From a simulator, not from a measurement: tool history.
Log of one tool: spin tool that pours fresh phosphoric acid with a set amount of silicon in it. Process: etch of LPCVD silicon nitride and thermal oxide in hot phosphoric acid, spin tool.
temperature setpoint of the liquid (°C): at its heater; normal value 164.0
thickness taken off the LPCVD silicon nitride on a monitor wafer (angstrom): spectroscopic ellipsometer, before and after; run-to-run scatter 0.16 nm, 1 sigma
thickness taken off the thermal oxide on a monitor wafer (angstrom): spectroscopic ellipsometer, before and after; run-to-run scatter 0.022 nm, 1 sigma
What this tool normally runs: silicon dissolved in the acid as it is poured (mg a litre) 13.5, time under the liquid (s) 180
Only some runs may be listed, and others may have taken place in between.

run,hour,temperature setpoint of the liquid (°C),silicon dissolved in the acid as it is poured (mg a litre),time under the liquid (s),"read-back film thickness of the LPCVD silicon nitride reference wafer, read on the same gauge (nm)","read-back film thickness of the thermal oxide reference wafer, read on the same gauge (nm)",thickness taken off the LPCVD silicon nitride on a monitor wafer (angstrom),thickness taken off the thermal oxide on a monitor wafer (angstrom)
1,0.0,165.5,13.5,180,149.97,60.016,191.5,4.71
2,25.9,165.5,13.5,180,150.00,60.021,193.3,4.23
3,52.1,162.0,13.5,210,150.02,59.939,198.7,3.84
4,82.6,162.0,13.5,210,149.98,59.988,199.3,4.16
5,99.7,164.0,10.5,180,150.01,60.028,196.1,4.85
6,130.5,165.0,17.0,125,150.05,60.042,140.2,3.07
7,152.0,161.5,8.0,85,150.03,59.997,85.4,2.10
8,210.4,165.5,18.0,285,149.99,60.033,327.8,7.64
9,229.6,164.0,3.5,260,150.02,59.986,278.6,8.57
10,260.2,165.0,2.5,210,149.97,59.972,233.6,7.33
11,292.1,165.5,6.5,150,149.98,60.017,170.3,4.84
12,350.7,165.5,18.0,285,149.99,59.994,321.0,6.45
13,380.5,164.0,13.5,180,149.99,59.976,192.9,4.42
14,413.2,162.5,13.5,135,149.97,59.988,140.2,2.86
15,437.7,164.0,13.5,180,150.01,59.996,195.9,4.09
16,470.8,165.5,6.5,215,149.99,59.965,240.4,6.70
17,494.0,165.0,13.5,180,149.98,59.986,196.2,4.84
18,520.3,162.0,13.5,210,150.00,59.986,206.1,4.43
19,553.7,164.0,13.5,180,150.00,59.989,192.3,4.44
20,624.1,164.0,24.5,245,150.01,60.032,256.7,4.45
21,651.9,164.0,13.5,180,150.04,59.969,187.3,4.32

Withheld: 4 entries from between the runs. Position of each, and hidden state at the listed run before versus the listed run after:
In the gap between runs 4 and 5: thermometer replaced (hour 94.4)
  liquid colder than its thermometer reads (K): 2.26 -> 0.0402
  the result without the hidden state subtracted from the measured one, thickness taken off the LPCVD silicon nitride on a monitor wafer (angstrom): -15.7 -> -0.2; thickness taken off the thermal oxide on a monitor wafer (angstrom): -0.76 -> -0.01
In the gap between runs 6 and 7: dissolved silicon flow meter replaced (hour 139.8)
  liquid colder than its thermometer reads (K): 0.0961 -> 0.135
  the result without the hidden state subtracted from the measured one, thickness taken off the LPCVD silicon nitride on a monitor wafer (angstrom): -0.5 -> -0.4; thickness taken off the thermal oxide on a monitor wafer (angstrom): -0.02 -> -0.02
In the gap between runs 8 and 9: heated supply line repaired (hour 227.1)
  liquid colder than its thermometer reads (K): 0.241 -> 0.276
  the result without the hidden state subtracted from the measured one, thickness taken off the LPCVD silicon nitride on a monitor wafer (angstrom): -2.6 -> -2.6; thickness taken off the thermal oxide on a monitor wafer (angstrom): -0.13 -> -0.18
In the gap between runs 16 and 17: gauge calibrated (hour 474.9)
  liquid colder than its thermometer reads (K): 0.713 -> 0.755
  the result without the hidden state subtracted from the measured one, thickness taken off the LPCVD silicon nitride on a monitor wafer (angstrom): -5.7 -> -4.9; thickness taken off the thermal oxide on a monitor wafer (angstrom): -0.35 -> -0.27
